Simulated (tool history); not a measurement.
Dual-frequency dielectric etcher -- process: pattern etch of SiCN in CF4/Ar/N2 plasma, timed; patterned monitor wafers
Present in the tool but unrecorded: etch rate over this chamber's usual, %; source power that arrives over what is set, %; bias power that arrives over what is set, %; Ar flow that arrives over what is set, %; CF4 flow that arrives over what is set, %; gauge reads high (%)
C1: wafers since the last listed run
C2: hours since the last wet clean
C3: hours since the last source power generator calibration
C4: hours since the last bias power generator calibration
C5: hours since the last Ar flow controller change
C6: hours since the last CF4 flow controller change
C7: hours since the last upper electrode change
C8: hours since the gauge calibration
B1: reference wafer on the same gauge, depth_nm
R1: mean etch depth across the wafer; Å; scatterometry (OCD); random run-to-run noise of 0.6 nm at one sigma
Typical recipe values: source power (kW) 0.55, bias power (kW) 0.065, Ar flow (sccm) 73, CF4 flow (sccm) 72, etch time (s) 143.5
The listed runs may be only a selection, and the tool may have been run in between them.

run 1 day=0 | source_power_(kW)=0.55 bias_power_(kW)=0.074 Ar_flow_(sccm)=73 CF4_flow_(sccm)=72 etch_time_(s)=143.5 | C1=0 C2=212.9 C3=2695.3 C4=2310.5 C5=4424.1 C6=2337.9 C7=2289.6 C8=206.2 | B1=131.9 | R1=1619
run 2 day=1.496 | source_power_(kW)=0.55 bias_power_(kW)=0.074 Ar_flow_(sccm)=73 CF4_flow_(sccm)=72 etch_time_(s)=143.5 | C1=181 C2=248.8 C3=2731.2 C4=2346.4 C5=4460 C6=2373.8 C7=2325.5 C8=242.1 | B1=131.6 | R1=1625
run 3 day=3.471 | source_power_(kW)=0.55 bias_power_(kW)=0.074 Ar_flow_(sccm)=73 CF4_flow_(sccm)=72 etch_time_(s)=143.5 | C1=239 C2=296.2 C3=2778.6 C4=2393.8 C5=4507.4 C6=2421.2 C7=2372.9 C8=289.5 | B1=131.3 | R1=1616
run 4 day=5.488 | source_power_(kW)=0.55 bias_power_(kW)=0.065 Ar_flow_(sccm)=73 CF4_flow_(sccm)=72 etch_time_(s)=143.5 | C1=244 C2=344.6 C3=2827 C4=2442.2 C5=4555.8 C6=2469.6 C7=2421.3 C8=337.9 | B1=131.3 | R1=1574
run 5 day=8.058 | source_power_(kW)=0.55 bias_power_(kW)=0.065 Ar_flow_(sccm)=73 CF4_flow_(sccm)=72 etch_time_(s)=143.5 | C1=311 C2=406.3 C3=2888.7 C4=2503.9 C5=4617.5 C6=2531.3 C7=2483 C8=399.6 | B1=130.7 | R1=1575
-- day=10.608 bias power generator calibrated
-- day=11.212 wet clean of the chamber
run 6 day=11.233 | source_power_(kW)=0.55 bias_power_(kW)=0.065 Ar_flow_(sccm)=73 CF4_flow_(sccm)=72 etch_time_(s)=143.5 | C1=291 C2=0.5 C3=2964.9 C4=15 C5=4693.7 C6=2607.5 C7=2559.2 C8=475.8 | B1=130.4 | R1=1559
-- day=11.962 source power generator calibrated
-- day=12.683 CF4 flow controller replaced
run 7 day=12.971 | source_power_(kW)=0.55 bias_power_(kW)=0.065 Ar_flow_(sccm)=73 CF4_flow_(sccm)=72 etch_time_(s)=143.5 | C1=160 C2=42.2 C3=24.2 C4=56.7 C5=4735.4 C6=6.9 C7=2600.9 C8=517.5 | B1=130.1 | R1=1571
-- day=14.012 gauge calibrated
run 8 day=14.183 | source_power_(kW)=0.66 bias_power_(kW)=0.051 Ar_flow_(sccm)=73 CF4_flow_(sccm)=65 etch_time_(s)=171.5 | C1=147 C2=71.3 C3=53.3 C4=85.8 C5=4764.5 C6=36 C7=2630 C8=4.1 | B1=133.1 | R1=2205
-- day=16.388 Ar flow controller replaced
run 9 day=16.596 | source_power_(kW)=0.64 bias_power_(kW)=0.074 Ar_flow_(sccm)=62 CF4_flow_(sccm)=72 etch_time_(s)=126 | C1=262 C2=129.2 C3=111.2 C4=143.7 C5=5 C6=93.9 C7=2687.9 C8=62 | B1=132.7 | R1=1722
-- day=17.871 upper electrode replaced
run 10 day=17.892 | source_power_(kW)=0.55 bias_power_(kW)=0.065 Ar_flow_(sccm)=73 CF4_flow_(sccm)=72 etch_time_(s)=143.5 | C1=35 C2=160.3 C3=142.3 C4=174.8 C5=36.1 C6=125 C7=0.5 C8=93.1 | B1=132.6 | R1=1583
run 11 day=19.625 | source_power_(kW)=0.55 bias_power_(kW)=0.071 Ar_flow_(sccm)=73 CF4_flow_(sccm)=77 etch_time_(s)=143.5 | C1=210 C2=201.9 C3=183.9 C4=216.4 C5=77.7 C6=166.6 C7=42.1 C8=134.7 | B1=132.2 | R1=1642
run 12 day=21.754 | source_power_(kW)=0.5 bias_power_(kW)=0.065 Ar_flow_(sccm)=73 CF4_flow_(sccm)=72 etch_time_(s)=172.5 | C1=258 C2=253 C3=235 C4=267.5 C5=128.8 C6=217.7 C7=93.2 C8=185.8 | B1=132 | R1=1726
run 13 day=22.892 | source_power_(kW)=0.59 bias_power_(kW)=0.059 Ar_flow_(sccm)=64 CF4_flow_(sccm)=72 etch_time_(s)=124 | C1=137 C2=280.3 C3=262.3 C4=294.8 C5=156.1 C6=245 C7=120.5 C8=213.1 | B1=131.8 | R1=1476
run 14 day=24.421 | source_power_(kW)=0.5 bias_power_(kW)=0.065 Ar_flow_(sccm)=73 CF4_flow_(sccm)=72 etch_time_(s)=172.5 | C1=185 C2=317 C3=299 C4=331.5 C5=192.8 C6=281.7 C7=157.2 C8=249.8 | B1=131.6 | R1=1723

4 ways to go on from here, each from the tool as it stands after run 14. What would each give?
run A day=24.442 | source_power_(kW)=0.55 bias_power_(kW)=0.065 Ar_flow_(sccm)=73 CF4_flow_(sccm)=72 etch_time_(s)=143.5 | C1=2 C2=317.5 C3=299.5 C4=332 C5=193.3 C6=282.2 C7=157.7 C8=250.3 | B1=? | R1=?
run B day=24.442 | source_power_(kW)=0.55 bias_power_(kW)=0.081 Ar_flow_(sccm)=56 CF4_flow_(sccm)=72 etch_time_(s)=143.5 | C1=2 C2=317.5 C3=299.5 C4=332 C5=193.3 C6=282.2 C7=157.7 C8=250.3 | B1=? | R1=?
run C day=24.442 | source_power_(kW)=0.55 bias_power_(kW)=0.065 Ar_flow_(sccm)=73 CF4_flow_(sccm)=64 etch_time_(s)=143.5 | C1=2 C2=317.5 C3=299.5 C4=332 C5=193.3 C6=282.2 C7=157.7 C8=250.3 | B1=? | R1=?
run D day=24.442 | source_power_(kW)=0.55 bias_power_(kW)=0.079 Ar_flow_(sccm)=66 CF4_flow_(sccm)=83 etch_time_(s)=161 | C1=2 C2=317.5 C3=299.5 C4=332 C5=193.3 C6=282.2 C7=157.7 C8=250.3 | B1=? | R1=?

run=A B1=131.7 R1=1581
run=B B1=131.7 R1=1698
run=C B1=131.7 R1=1558
run=D B1=131.7 R1=1889
The same runs, with their run-to-run variation unchanged, on a tool lacking any hidden condition would have given:
run=A R1=1596
run=B R1=1714
run=C R1=1573
run=D R1=1907
